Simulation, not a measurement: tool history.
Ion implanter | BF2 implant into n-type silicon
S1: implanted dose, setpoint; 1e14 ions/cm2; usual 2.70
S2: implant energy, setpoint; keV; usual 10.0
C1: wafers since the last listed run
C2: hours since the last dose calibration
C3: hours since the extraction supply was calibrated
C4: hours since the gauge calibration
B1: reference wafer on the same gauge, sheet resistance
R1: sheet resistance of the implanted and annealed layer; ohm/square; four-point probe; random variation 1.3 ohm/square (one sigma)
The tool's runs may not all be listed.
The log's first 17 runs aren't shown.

run	hour	S1	S2	C1	C2	C3	C4	B1	R1
18	1542.1	3.17	10.0	1716	647.0	6963.5	257.3	377.17	376.65
19	1649.6	2.19	13.0	1750	754.5	7071.0	364.8	377.23	494.88
20	1697.7	2.70	10.0	783	802.6	7119.1	412.9	376.84	428.25
# hour 1743.7: extraction supply calibrated
21	1781.7	2.19	13.0	1237	886.6	38.0	496.9	377.03	494.55
22	1830.9	2.70	10.0	801	935.8	87.2	546.1	376.97	428.76
23	1976.1	2.45	10.0	2364	1081.0	232.4	691.3	376.74	464.15
24	2070.8	3.37	11.5	1542	1175.7	327.1	786.0	377.10	350.94
25	2120.2	2.12	10.0	804	1225.1	376.5	835.4	377.56	525.34
26	2175.9	2.48	7.5	906	1280.8	432.2	891.1	377.14	478.40
27	2251.5	2.19	13.0	1231	1356.4	507.8	966.7	377.15	495.84
28	2308.5	2.15	9.0	928	1413.4	564.8	1023.7	376.89	524.90
29	2406.0	2.25	8.0	1587	1510.9	662.3	1121.2	376.97	512.52
30	2503.0	2.25	13.5	1579	1607.9	759.3	1218.2	377.04	482.18
31	2569.1	2.70	10.0	1076	1674.0	825.4	1284.3	377.13	427.84
32	2614.7	3.14	8.5	742	1719.6	871.0	1329.9	377.35	390.56
33	2695.5	3.02	8.0	1315	1800.4	951.8	1410.7	377.09	407.24
34	2760.7	2.70	10.0	1061	1865.6	1017.0	1475.9	377.11	429.46
35	2817.9	2.43	12.5	931	1922.8	1074.2	1533.1	377.08	453.03
36	2916.5	2.13	13.5	1605	2021.4	1172.8	1631.7	377.01	503.64
37	2968.2	2.70	10.0	841	2073.1	1224.5	1683.4	376.83	426.84
38	3050.2	2.39	12.5	1335	2155.1	1306.5	1765.4	377.16	462.89

3 ways to go on from here, each from the tool as it stands after run 38. What would each give?
A	3050.6	2.70	10.0	6	2155.5	1306.9	1765.8	?	?
B	3050.6	1.91	7.5	6	2155.5	1306.9	1765.8	?	?
C	3050.6	2.22	12.5	6	2155.5	1306.9	1765.8	?	?

run	B1	R1
A	376.99	425.74
B	376.99	592.50
C	376.99	489.21
Without the tool's hidden state the same runs would have given:
run	R1
A	425.74
B	592.50
C	489.21

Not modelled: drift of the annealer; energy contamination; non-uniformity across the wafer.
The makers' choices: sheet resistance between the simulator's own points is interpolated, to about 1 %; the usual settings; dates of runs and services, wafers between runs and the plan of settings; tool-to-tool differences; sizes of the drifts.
